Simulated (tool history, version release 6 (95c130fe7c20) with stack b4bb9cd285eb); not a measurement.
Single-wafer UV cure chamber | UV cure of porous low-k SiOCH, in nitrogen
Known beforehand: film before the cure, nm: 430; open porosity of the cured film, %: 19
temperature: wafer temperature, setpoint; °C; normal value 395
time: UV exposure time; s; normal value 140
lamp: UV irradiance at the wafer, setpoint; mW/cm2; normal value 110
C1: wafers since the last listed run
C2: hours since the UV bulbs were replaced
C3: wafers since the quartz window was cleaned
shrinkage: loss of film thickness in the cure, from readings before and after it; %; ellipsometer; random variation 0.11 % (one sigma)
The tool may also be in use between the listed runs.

Run 1, hour 0.0: usual settings; C1 0; C2 2144.6; C3 490. Result: shrinkage 9.137 %.
Run 2, hour 28.7: usual settings; C1 130; C2 2173.3; C3 621. Result: shrinkage 9.145 %.
Run 3, hour 58.1: usual settings; C1 133; C2 2202.7; C3 754. Result: shrinkage 9.189 %.
Run 4, hour 72.1: usual settings; C1 63; C2 2216.7; C3 818. Result: shrinkage 9.294 %.
Run 5, hour 103.7: usual settings but temperature 406 °C, time 90 s; C1 143; C2 2248.3; C3 961. Result: shrinkage 7.555 %.
Run 6, hour 134.7: usual settings but temperature 406 °C, time 90 s; C1 140; C2 2279.3; C3 1102. Result: shrinkage 7.467 %.
Run 7, hour 160.8: usual settings; C1 118; C2 2305.4; C3 1220. Result: shrinkage 9.314 %.
Run 8, hour 180.5: usual settings; C1 89; C2 2325.1; C3 1309. Result: shrinkage 9.113 %.
Run 9, hour 196.9: usual settings; C1 74; C2 2341.5; C3 1384. Result: shrinkage 9.188 %.
Run 10, hour 220.5: usual settings; C1 107; C2 2365.1; C3 1491. Result: shrinkage 9.222 %.
Run 11, hour 251.9: usual settings but lamp 84 mW/cm2; C1 142; C2 2396.5; C3 1633. Result: shrinkage 8.083 %.
Run 12, hour 279.9: usual settings but lamp 84 mW/cm2; C1 127; C2 2424.5; C3 1760. Result: shrinkage 7.983 %.
Run 13, hour 300.8: usual settings but lamp 84 mW/cm2; C1 94; C2 2445.4; C3 1855. Result: shrinkage 7.912 %.
Run 14, hour 326.4: usual settings but time 185 s; C1 116; C2 2471.0; C3 1971. Result: shrinkage 10.447 %.
Run 15, hour 341.3: usual settings but time 185 s; C1 67; C2 2485.9; C3 2039. Result: shrinkage 10.313 %.
Run 16, hour 363.4: usual settings but lamp 85 mW/cm2; C1 100; C2 2508.0; C3 2139. Result: shrinkage 8.190 %.
Run 17, hour 445.3: usual settings but temperature 411 °C, lamp 136 mW/cm2; C1 371; C2 2589.9; C3 2511. Result: shrinkage 10.215 %.
At hour 464.6: UV bulbs replaced.
At hour 465.1: quartz window cleaned.
Run 18, hour 471.0: usual settings; C1 77; C2 6.4; C3 26. Result: shrinkage 9.126 %.
Run 19, hour 488.2: usual settings but temperature 386 °C, time 175 s, lamp 146 mW/cm2; C1 78; C2 23.6; C3 104. Result: shrinkage 11.267 %.
Run 20, hour 522.7: usual settings but time 185 s; C1 156; C2 58.1; C3 261. Result: shrinkage 10.408 %.
Run 21, hour 539.7: usual settings; C1 77; C2 75.1; C3 338. Result: shrinkage 9.138 %.
Run 22, hour 554.9: usual settings but lamp 121 mW/cm2; C1 68; C2 90.3; C3 407. Result: shrinkage 9.651 %.
Run 23, hour 581.4: usual settings but temperature 413 °C; C1 120; C2 116.8; C3 527. Result: shrinkage 9.452 %.
Run 24, hour 597.2: usual settings; C1 71; C2 132.6; C3 599. Result: shrinkage 9.296 %.
Run 25, hour 628.6: usual settings but lamp 84 mW/cm2; C1 142; C2 164.0; C3 741. Result: shrinkage 8.142 %.
Run 26, hour 715.0: usual settings but temperature 379 °C, time 190 s, lamp 148 mW/cm2; C1 391; C2 250.4; C3 1133. Result: shrinkage 11.184 %.
Run 27, hour 743.9: usual settings but temperature 379 °C, time 165 s; C1 131; C2 279.3; C3 1264. Result: shrinkage 9.605 %.
Run 28, hour 772.3: usual settings but temperature 387 °C; C1 128; C2 307.7; C3 1393. Result: shrinkage 9.124 %.
Run 29, hour 799.5: usual settings but temperature 380 °C, time 215 s, lamp 138 mW/cm2; C1 123; C2 334.9; C3 1516. Result: shrinkage 11.905 %.
Run 30, hour 822.2: usual settings but lamp 141 mW/cm2; C1 102; C2 357.6; C3 1619. Result: shrinkage 10.551 %.

List, for all runs, the conditions of the tool that the log does not record:
lamp output below its setpoint, %: 0 across all the runs
transmission lost against a clean window, %: 0 across all the runs
